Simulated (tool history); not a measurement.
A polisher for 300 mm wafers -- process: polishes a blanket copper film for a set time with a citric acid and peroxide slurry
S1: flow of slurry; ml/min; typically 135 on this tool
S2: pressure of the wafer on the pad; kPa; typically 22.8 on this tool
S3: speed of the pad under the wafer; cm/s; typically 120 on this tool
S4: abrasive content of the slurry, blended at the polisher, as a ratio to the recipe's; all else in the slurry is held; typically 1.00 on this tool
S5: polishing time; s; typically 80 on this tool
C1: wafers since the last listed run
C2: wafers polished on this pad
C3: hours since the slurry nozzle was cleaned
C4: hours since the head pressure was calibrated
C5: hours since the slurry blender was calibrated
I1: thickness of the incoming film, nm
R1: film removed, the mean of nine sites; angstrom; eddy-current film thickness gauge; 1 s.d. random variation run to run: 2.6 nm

run	hour	S1	S2	S3	S4	S5	C1	C2	C3	C4	C5	I1	R1
1	0.0	135	22.8	120	1.00	80	0	827	454.0	719.3	84.2	911.2	2433
2	88.7	170	22.8	120	1.00	80	730	1558	542.7	808.0	172.9	905.7	2534
# hour 121.8: slurry nozzle cleaned
# hour 216.0: worn pad replaced by a new one
3	226.2	170	22.8	120	1.00	80	1091	84	104.4	945.5	310.4	905.1	2669
# hour 246.5: slurry blender recalibrated
4	322.0	170	22.8	120	1.00	80	772	857	200.2	1041.3	75.5	902.7	2676
# hour 339.2: head pressure recalibrated
5	400.0	135	22.8	120	1.00	100	626	1483	278.2	60.8	153.5	916.6	3157
6	498.4	135	22.8	120	1.00	100	810	2293	376.6	159.2	251.9	911.0	3172
# hour 542.8: worn pad replaced by a new one
7	583.6	135	22.8	90	1.00	80	668	335	461.8	244.4	337.1	901.1	1818
# hour 622.3: slurry blender recalibrated
# hour 641.8: slurry nozzle cleaned
8	687.1	135	19.3	120	1.00	80	827	1163	45.3	347.9	64.8	904.4	2195
9	730.0	135	19.3	120	1.00	80	353	1517	88.2	390.8	107.7	915.5	2190
10	822.1	135	19.3	120	1.00	80	758	2275	180.3	482.9	199.8	922.5	2134
11	922.5	135	22.8	120	1.00	80	827	3102	280.7	583.3	300.2	900.2	2539
# hour 937.0: worn pad replaced by a new one
# hour 999.8: slurry blender recalibrated
12	1008.8	145	22.8	120	1.00	80	661	574	367.0	669.6	9.0	924.5	2472
13	1049.4	135	22.8	120	1.25	80	334	909	407.6	710.2	49.6	912.2	2656
14	1088.9	110	15.2	120	0.90	56	325	1234	447.1	749.7	89.1	898.9	1025
# hour 1256.8: slurry nozzle cleaned
# hour 1297.3: worn pad replaced by a new one
15	1297.8	135	22.8	120	1.00	80	1679	3	41.0	958.6	298.0	906.3	2633
# hour 1373.1: slurry blender recalibrated
# hour 1394.9: head pressure recalibrated
16	1411.3	135	22.8	120	1.00	80	902	905	154.5	16.4	38.2	899.1	2517
17	1454.1	120	22.8	120	1.00	80	352	1258	197.3	59.2	81.0	905.6	2450
18	1526.5	135	22.8	120	1.00	80	596	1854	269.7	131.6	153.4	904.8	2517
19	1611.2	135	26.2	158	0.75	92	697	2552	354.4	216.3	238.1	912.1	3844

Run 20 is up next; what results do you expect?
# hour 1656.8: worn pad replaced by a new one
20	1657.3	135	22.8	144	1.00	80	346	4	400.5	262.4	284.2	916.4	?

R1: 2948 angstrom
Had the tool carried no hidden state, the very same run would have given R1 3098 angstrom.

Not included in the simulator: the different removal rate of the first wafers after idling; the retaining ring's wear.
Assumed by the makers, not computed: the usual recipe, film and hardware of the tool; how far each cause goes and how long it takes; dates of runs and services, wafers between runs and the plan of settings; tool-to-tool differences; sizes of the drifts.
